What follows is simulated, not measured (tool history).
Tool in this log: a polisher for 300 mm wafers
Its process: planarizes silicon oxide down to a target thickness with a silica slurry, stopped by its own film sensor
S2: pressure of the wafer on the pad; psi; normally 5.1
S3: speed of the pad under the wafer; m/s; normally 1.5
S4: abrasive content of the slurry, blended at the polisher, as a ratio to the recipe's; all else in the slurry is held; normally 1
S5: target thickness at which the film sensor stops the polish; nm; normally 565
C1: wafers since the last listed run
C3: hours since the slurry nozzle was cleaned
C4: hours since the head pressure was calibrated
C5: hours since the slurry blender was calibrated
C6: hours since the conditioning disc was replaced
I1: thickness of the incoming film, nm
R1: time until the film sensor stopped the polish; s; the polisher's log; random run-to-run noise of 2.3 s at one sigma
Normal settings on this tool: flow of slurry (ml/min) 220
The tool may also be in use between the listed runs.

run 1 hour=0 | flow_of_slurry_(ml/min)=220 S2=5.1 S3=1.5 S4=1 S5=612 | C1=0 wafers_polished_on_this_pad=1038 C3=540.8 C4=234.7 C5=137.1 C6=5.3 | I1=1128.7 | R1=113
-- hour=35.3 slurry blender recalibrated
-- hour=39.7 slurry nozzle cleaned
run 2 hour=56.5 | flow_of_slurry_(ml/min)=220 S2=5.1 S3=1.5 S4=1 S5=565 | C1=449 wafers_polished_on_this_pad=1487 C3=16.8 C4=291.2 C5=21.2 C6=61.8 | I1=1129.9 | R1=117.6
-- hour=85.3 worn pad replaced by a new one
run 3 hour=95.5 | flow_of_slurry_(ml/min)=220 S2=5.1 S3=1.5 S4=1 S5=565 | C1=293 wafers_polished_on_this_pad=85 C3=55.8 C4=330.2 C5=60.2 C6=100.8 | I1=1120.7 | R1=119.4
run 4 hour=125.4 | flow_of_slurry_(ml/min)=220 S2=5.1 S3=1.5 S4=1 S5=427 | C1=251 wafers_polished_on_this_pad=336 C3=85.7 C4=360.1 C5=90.1 C6=130.7 | I1=1151.5 | R1=159.6
-- hour=175.9 head pressure recalibrated
-- hour=179.1 conditioning disc replaced and pad reconditioned
run 5 hour=189.1 | flow_of_slurry_(ml/min)=220 S2=5.1 S3=1.5 S4=1 S5=427 | C1=501 wafers_polished_on_this_pad=837 C3=149.4 C4=13.2 C5=153.8 C6=10 | I1=1110.2 | R1=159
-- hour=227.4 slurry blender recalibrated
run 6 hour=239 | flow_of_slurry_(ml/min)=220 S2=5.1 S3=1.5 S4=1 S5=565 | C1=402 wafers_polished_on_this_pad=1239 C3=199.3 C4=63.1 C5=11.6 C6=59.9 | I1=1135.3 | R1=114.3
-- hour=279.2 worn pad replaced by a new one, of another model than before
run 7 hour=307.2 | flow_of_slurry_(ml/min)=220 S2=5.1 S3=1.5 S4=1 S5=565 | C1=538 wafers_polished_on_this_pad=235 C3=267.5 C4=131.3 C5=79.8 C6=128.1 | I1=1129.4 | R1=121.5
-- hour=368.5 conditioning disc replaced and pad reconditioned
run 8 hour=371 | flow_of_slurry_(ml/min)=220 S2=5.1 S3=1.5 S4=1 S5=565 | C1=518 wafers_polished_on_this_pad=754 C3=331.3 C4=195.1 C5=143.6 C6=2.5 | I1=1131.6 | R1=126
-- hour=428.6 slurry blender recalibrated
run 9 hour=431.9 | flow_of_slurry_(ml/min)=220 S2=5.1 S3=1.5 S4=1 S5=565 | C1=494 wafers_polished_on_this_pad=1248 C3=392.2 C4=256 C5=3.3 C6=63.4 | I1=1133.7 | R1=119.6
-- hour=473.4 worn pad replaced by a new one
run 10 hour=490.3 | flow_of_slurry_(ml/min)=170 S2=5.1 S3=1.5 S4=1 S5=565 | C1=456 wafers_polished_on_this_pad=142 C3=450.6 C4=314.4 C5=61.7 C6=121.8 | I1=1143 | R1=130.3
-- hour=525.4 head pressure recalibrated
-- hour=552.9 conditioning disc replaced and pad reconditioned
run 11 hour=553.4 | flow_of_slurry_(ml/min)=220 S2=3.5 S3=1.5 S4=1 S5=565 | C1=496 wafers_polished_on_this_pad=638 C3=513.7 C4=28 C5=124.8 C6=0.5 | I1=1131.4 | R1=152.3
run 12 hour=596.5 | flow_of_slurry_(ml/min)=220 S2=5.1 S3=1.5 S4=1 S5=565 | C1=361 wafers_polished_on_this_pad=1000 C3=556.8 C4=71.1 C5=167.9 C6=43.6 | I1=1123.7 | R1=132.1
-- hour=603.9 slurry blender recalibrated
run 13 hour=640.8 | flow_of_slurry_(ml/min)=220 S2=3.9 S3=1.1 S4=1 S5=739 | C1=355 wafers_polished_on_this_pad=1355 C3=601.1 C4=115.4 C5=36.9 C6=87.9 | I1=1141.1 | R1=114.7
-- hour=652.9 worn pad replaced by a new one
run 14 hour=679.5 | flow_of_slurry_(ml/min)=220 S2=4.4 S3=1.66 S4=0.8 S5=649 | C1=291 wafers_polished_on_this_pad=223 C3=639.8 C4=154.1 C5=75.6 C6=126.6 | I1=1125.7 | R1=124.4
-- hour=696.2 slurry nozzle cleaned
run 15 hour=730.3 | flow_of_slurry_(ml/min)=170 S2=6.4 S3=1.5 S4=1 S5=565 | C1=418 wafers_polished_on_this_pad=641 C3=34.1 C4=204.9 C5=126.4 C6=177.4 | I1=1114.1 | R1=112.2

Run 16 has not been measured yet. What should we expect?
-- hour=758.8 conditioning disc replaced and pad reconditioned
run 16 hour=775.3 | flow_of_slurry_(ml/min)=220 S2=5.1 S3=1.18 S4=1.25 S5=565 | C1=361 wafers_polished_on_this_pad=1002 C3=79.1 C4=249.9 C5=171.4 C6=16.5 | I1=1130.5 | R1=?

Run 16 produced R1 129.4 s.
With no hidden state in the tool, this same run would have given R1 113.9 s.

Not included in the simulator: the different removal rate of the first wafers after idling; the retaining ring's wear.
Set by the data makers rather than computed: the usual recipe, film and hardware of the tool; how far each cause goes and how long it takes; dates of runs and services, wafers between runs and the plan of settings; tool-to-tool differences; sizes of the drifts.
